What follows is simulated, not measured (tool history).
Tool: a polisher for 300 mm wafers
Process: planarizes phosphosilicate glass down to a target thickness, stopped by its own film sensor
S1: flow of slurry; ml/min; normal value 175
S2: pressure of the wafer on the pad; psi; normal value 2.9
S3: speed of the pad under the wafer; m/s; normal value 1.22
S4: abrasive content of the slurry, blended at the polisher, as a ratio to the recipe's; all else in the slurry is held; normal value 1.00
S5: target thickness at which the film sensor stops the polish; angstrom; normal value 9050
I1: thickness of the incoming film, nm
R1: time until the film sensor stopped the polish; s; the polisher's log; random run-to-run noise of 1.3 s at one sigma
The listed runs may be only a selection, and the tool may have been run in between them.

| run | day | S1 | S2 | S3 | S4 | S5 | I1 | R1 |
|---|---|---|---|---|---|---|---|---|
| 1 | 0.000 | 175 | 2.9 | 1.22 | 1.00 | 9050 | 1431.4 | 71.4 |
|  | 1.542 | slurry blender recalibrated |
|  | 1.588 | conditioning disc replaced and pad reconditioned |
| 2 | 2.158 | 175 | 3.1 | 1.22 | 1.00 | 9050 | 1427.3 | 60.3 |
|  | 5.646 | worn pad replaced by a new one |
| 3 | 6.154 | 175 | 3.1 | 1.22 | 1.00 | 9050 | 1389.2 | 55.7 |
|  | 7.546 | slurry nozzle cleaned |
| 4 | 10.500 | 175 | 3.1 | 1.22 | 1.00 | 9050 | 1390.5 | 59.0 |
| 5 | 14.458 | 175 | 2.9 | 1.22 | 1.25 | 9050 | 1430.6 | 62.1 |
|  | 16.367 | head pressure recalibrated |
|  | 23.525 | slurry blender recalibrated |
| 6 | 24.592 | 175 | 2.9 | 1.22 | 1.25 | 9050 | 1411.7 | 66.7 |
|  | 25.654 | conditioning disc replaced and pad reconditioned |
|  | 26.346 | worn pad replaced by a new one |
| 7 | 27.483 | 175 | 2.9 | 1.22 | 1.25 | 9050 | 1399.9 | 58.0 |
|  | 29.079 | slurry nozzle cleaned |
| 8 | 29.108 | 150 | 3.5 | 1.22 | 1.00 | 9050 | 1400.0 | 54.8 |
| 9 | 32.646 | 150 | 3.5 | 1.22 | 1.00 | 9050 | 1418.1 | 56.9 |
| 10 | 37.133 | 175 | 2.9 | 1.50 | 1.00 | 8210 | 1381.4 | 62.3 |
| 11 | 41.188 | 175 | 2.9 | 1.52 | 1.00 | 9050 | 1410.0 | 56.9 |
| 12 | 43.696 | 220 | 2.9 | 1.22 | 1.00 | 7880 | 1425.3 | 80.3 |
|  | 45.292 | worn pad replaced by a new one |
|  | 45.967 | conditioning disc replaced and pad reconditioned |
|  | 47.750 | slurry blender recalibrated |
| 13 | 47.783 | 175 | 3.3 | 1.22 | 1.20 | 10780 | 1423.1 | 33.6 |
|  | 50.483 | slurry nozzle cleaned |
| 14 | 50.550 | 175 | 2.9 | 1.22 | 1.00 | 9050 | 1428.8 | 62.7 |
|  | 51.946 | head pressure recalibrated |
| 15 | 53.958 | 175 | 3.7 | 0.98 | 1.00 | 9050 | 1394.1 | 62.3 |
| 16 | 60.925 | 145 | 3.5 | 0.86 | 1.00 | 10740 | 1435.9 | 52.7 |
| 17 | 64.854 | 135 | 3.7 | 1.50 | 1.00 | 9050 | 1410.7 | 51.2 |
|  | 66.146 | worn pad replaced by a new one |
|  | 66.475 | conditioning disc replaced and pad reconditioned |
| 18 | 68.667 | 230 | 2.9 | 1.22 | 1.00 | 9050 | 1421.0 | 65.3 |
|  | 71.508 | slurry blender recalibrated |
| 19 | 72.738 | 175 | 2.9 | 1.22 | 1.00 | 9050 | 1415.9 | 65.1 |
|  | 73.333 | slurry nozzle cleaned |
| 20 | 74.900 | 175 | 2.9 | 1.22 | 1.00 | 9050 | 1382.9 | 61.8 |
| 21 | 84.029 | 115 | 2.6 | 0.86 | 1.10 | 9050 | 1394.2 | 87.9 |
|  | 84.892 | head pressure recalibrated |
|  | 85.071 | worn pad replaced by a new one |
|  | 87.025 | conditioning disc replaced and pad reconditioned |
| 22 | 87.842 | 175 | 2.9 | 1.22 | 1.00 | 9050 | 1389.3 | 64.1 |
|  | 90.992 | slurry blender recalibrated |
| 23 | 91.383 | 175 | 2.9 | 0.86 | 1.00 | 10420 | 1427.7 | 65.6 |
| 24 | 94.588 | 210 | 3.8 | 1.22 | 1.00 | 10140 | 1407.3 | 39.9 |

What if the next run were any one of these 5? Each begins from the tool's condition after run 24:
| A | 94.604 | 175 | 2.9 | 1.22 | 1.00 | 8570 | 1412.8 | ? |
| B | 94.604 | 175 | 2.9 | 1.22 | 0.80 | 9050 | 1412.8 | ? |
| C | 94.604 | 175 | 3.6 | 1.60 | 1.00 | 9050 | 1412.8 | ? |
| D | 94.604 | 215 | 3.8 | 1.60 | 1.00 | 9050 | 1412.8 | ? |
| E | 94.604 | 175 | 3.2 | 1.22 | 0.85 | 7930 | 1412.8 | ? |

| run | R1 |
|---|---|
| A | 73.6 |
| B | 73.9 |
| C | 45.4 |
| D | 41.8 |
| E | 79.9 |
With the hidden condition removed and each run's random variation left untouched, the same runs would have given:
| run | R1 |
|---|---|
| A | 72.8 |
| B | 73.2 |
| C | 44.1 |
| D | 40.6 |
| E | 78.8 |

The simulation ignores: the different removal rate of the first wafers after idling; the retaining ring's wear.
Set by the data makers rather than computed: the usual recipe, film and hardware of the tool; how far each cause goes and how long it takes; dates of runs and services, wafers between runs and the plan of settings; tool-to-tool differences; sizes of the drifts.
